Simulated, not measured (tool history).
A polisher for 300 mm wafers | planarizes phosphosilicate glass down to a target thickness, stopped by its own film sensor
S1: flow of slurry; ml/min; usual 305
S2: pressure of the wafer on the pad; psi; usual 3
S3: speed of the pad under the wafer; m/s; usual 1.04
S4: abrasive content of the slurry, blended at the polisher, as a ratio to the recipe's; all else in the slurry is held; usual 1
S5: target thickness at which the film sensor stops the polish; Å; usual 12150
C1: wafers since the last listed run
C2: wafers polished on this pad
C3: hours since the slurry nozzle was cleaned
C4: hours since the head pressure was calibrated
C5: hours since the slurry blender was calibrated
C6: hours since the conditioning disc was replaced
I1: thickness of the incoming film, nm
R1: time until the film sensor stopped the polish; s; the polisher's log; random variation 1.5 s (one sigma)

Run 1, hour 0: usual settings; C1 0; C2 169; C3 87.9; C4 458.1; C5 165.2; C6 345.8; I1 2253.6. Result: R1 125.9 s.
At hour 16.9: conditioning disc replaced and pad reconditioned.
Run 2, hour 28.9: usual settings; C1 192; C2 361; C3 116.8; C4 487; C5 194.1; C6 12; I1 2283. Result: R1 127.5 s.
At hour 63: slurry blender recalibrated.
Run 3, hour 63.5: usual settings; C1 232; C2 594; C3 151.4; C4 521.6; C5 0.5; C6 46.6; I1 2246.6. Result: R1 114.4 s.
Run 4, hour 91.3: usual settings; C1 198; C2 792; C3 179.2; C4 549.4; C5 28.3; C6 74.4; I1 2248.9. Result: R1 118.6 s.
Run 5, hour 163.6: usual settings; C1 516; C2 1309; C3 251.5; C4 621.7; C5 100.6; C6 146.7; I1 2247.4. Result: R1 122.7 s.
Run 6, hour 178.4: usual settings; C1 105; C2 1414; C3 266.3; C4 636.5; C5 115.4; C6 161.5; I1 2236.6. Result: R1 125.4 s.
At hour 188: worn pad replaced by a new one.
Run 7, hour 191.2: usual settings; C1 62; C2 22; C3 279.1; C4 649.3; C5 128.2; C6 174.3; I1 2232.8. Result: R1 121.5 s.
Run 8, hour 209.8: usual settings; C1 132; C2 155; C3 297.7; C4 667.9; C5 146.8; C6 192.9; I1 2254.5. Result: R1 123.7 s.
Run 9, hour 245.4: usual settings; C1 254; C2 409; C3 333.3; C4 703.5; C5 182.4; C6 228.5; I1 2276.3. Result: R1 125.7 s.
Run 10, hour 260.9: usual settings; C1 110; C2 520; C3 348.8; C4 719; C5 197.9; C6 244; I1 2286.6. Result: R1 135.2 s.
At hour 289.7: slurry blender recalibrated.
Run 11, hour 290.2: usual settings but S4 1.1, S5 14530 Å; C1 195; C2 715; C3 378.1; C4 748.3; C5 0.5; C6 273.3; I1 2261.5. Result: R1 84.9 s.
Run 12, hour 300: usual settings but S1 215 ml/min, S2 2.4 psi; C1 70; C2 785; C3 387.9; C4 758.1; C5 10.3; C6 283.1; I1 2234.2. Result: R1 137.7 s.
Run 13, hour 322.6: usual settings; C1 161; C2 947; C3 410.5; C4 780.7; C5 32.9; C6 305.7; I1 2282.8. Result: R1 121.1 s.
At hour 326.8: head pressure recalibrated.
Run 14, hour 339.8: usual settings but S2 3.7 psi, S5 14860 Å; C1 108; C2 1055; C3 427.7; C4 13; C5 50.1; C6 322.9; I1 2231.6. Result: R1 73.9 s.

Run 15 comes next. What will it give?
Run 15, hour 372.8: usual settings; C1 235; C2 1291; C3 460.7; C4 46; C5 83.1; C6 355.9; I1 2227.1. Result: R1 ?.

R1: 119.4 s
Without the tool's hidden state the same run would have given R1 113.6 s.

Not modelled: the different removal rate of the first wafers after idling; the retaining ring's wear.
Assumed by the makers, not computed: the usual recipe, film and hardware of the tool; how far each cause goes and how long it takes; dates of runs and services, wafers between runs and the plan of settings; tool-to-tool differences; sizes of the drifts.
